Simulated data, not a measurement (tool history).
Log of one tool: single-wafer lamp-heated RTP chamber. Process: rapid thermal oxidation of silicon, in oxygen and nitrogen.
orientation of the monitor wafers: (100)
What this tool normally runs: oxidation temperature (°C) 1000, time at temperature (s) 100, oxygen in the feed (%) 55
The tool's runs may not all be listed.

run,hour,oxidation temperature (°C),time at temperature (s),oxygen in the feed (%),"read-back reference wafer on the same gauge, thickness",oxide thickness on the monitor wafer (nm)
1,0,1000,100,45,5.684,5.818
2,50.1,1000,100,45,5.683,5.939
3,96.4,1000,100,45,5.692,5.929
4,199.7,1000,100,55,5.692,6.403
5,292.6,1000,100,55,5.679,6.499
# hour 296.1: gauge calibrated
# hour 337.3: pyrometer window cleaned and pyrometer calibrated
6,377.1,1000,100,55,5.689,6.209
7,461.1,1000,100,55,5.674,6.248
8,548,1000,100,55,5.679,6.232
9,633.7,1000,100,55,5.674,6.275
10,689.5,1000,100,55,5.662,6.322
11,786.6,1000,100,55,5.682,6.33
12,869.8,1000,100,55,5.691,6.485
13,938.1,1000,100,38,5.669,5.713
14,1006,1000,100,38,5.682,5.767
# hour 1085.2: pyrometer window cleaned and pyrometer calibrated
15,1086,1000,100,38,5.689,5.477
16,1142.9,1000,100,55,5.678,6.152
17,1236.5,1000,81,55,5.681,5.63
18,1297.2,1019,86,36,5.681,5.814
19,1353.8,1000,100,55,5.681,6.211
20,1451.2,1000,67,55,5.674,5.327
# hour 1510: oxygen flow controller replaced
21,1543.3,1019,131,55,5.682,8.206
# hour 1556.2: gauge calibrated
22,1617,1000,100,55,5.681,6.413
23,1707.4,1000,100,75,5.681,7.175
# hour 1759.4: pyrometer window cleaned and pyrometer calibrated
24,1759.9,1000,100,55,5.673,6.233
25,1856.5,1019,131,55,5.682,8.096
26,1924.5,1000,147,55,5.682,7.342
27,2028.5,1000,100,55,5.684,6.218
28,2087.4,1000,100,38,5.678,5.518
29,2149.7,1028,79,36,5.69,6.042
30,2252.9,1030,100,80,5.679,9.065
# hour 2331.2: pyrometer window cleaned and pyrometer calibrated
31,2340.1,1000,149,55,5.692,7.409
32,2399.3,977,52,55,5.677,4.012
33,2452.2,1008,100,42,5.688,6.036

Some steps in oxide thickness on the monitor wafer (nm) between neighbouring runs. How much of each would the tool show without its hidden state too (settings, what came in, random variation), and how much is left for the hidden state, with any gauge scatter that isn't in both results?
The tool's hidden condition here consists of: true wafer temperature minus pyrometer reading, K; deviation of the oxygen flow from its setpoint, %; gauge reads high (%).
Run 5 -> 6: gauge calibrated, pyrometer window cleaned and pyrometer calibrated. oxide thickness on the monitor wafer (nm) -0.29: hidden state -0.27, all else -0.02.
Run 14 -> 15: pyrometer window cleaned and pyrometer calibrated. oxide thickness on the monitor wafer (nm) -0.29: hidden state -0.278, all else -0.012.
Run 20 -> 21: oxidation temperature (°C) 1000 -> 1019, time at temperature (s) 67 -> 131, oxygen flow controller replaced. oxide thickness on the monitor wafer (nm) +2.879: hidden state +0.11, all else +2.769.
Run 23 -> 24: oxygen in the feed (%) 75 -> 55, pyrometer window cleaned and pyrometer calibrated. oxide thickness on the monitor wafer (nm) -0.942: hidden state -0.297, all else -0.645.
Run 29 -> 30: oxidation temperature (°C) 1028 -> 1030, time at temperature (s) 79 -> 100, oxygen in the feed (%) 36 -> 80. oxide thickness on the monitor wafer (nm) +3.023: hidden state +0.138, all else +2.885.
Run 31 -> 32: oxidation temperature (°C) 1000 -> 977, time at temperature (s) 149 -> 52. oxide thickness on the monitor wafer (nm) -3.397: hidden state -0.003, all else -3.394.
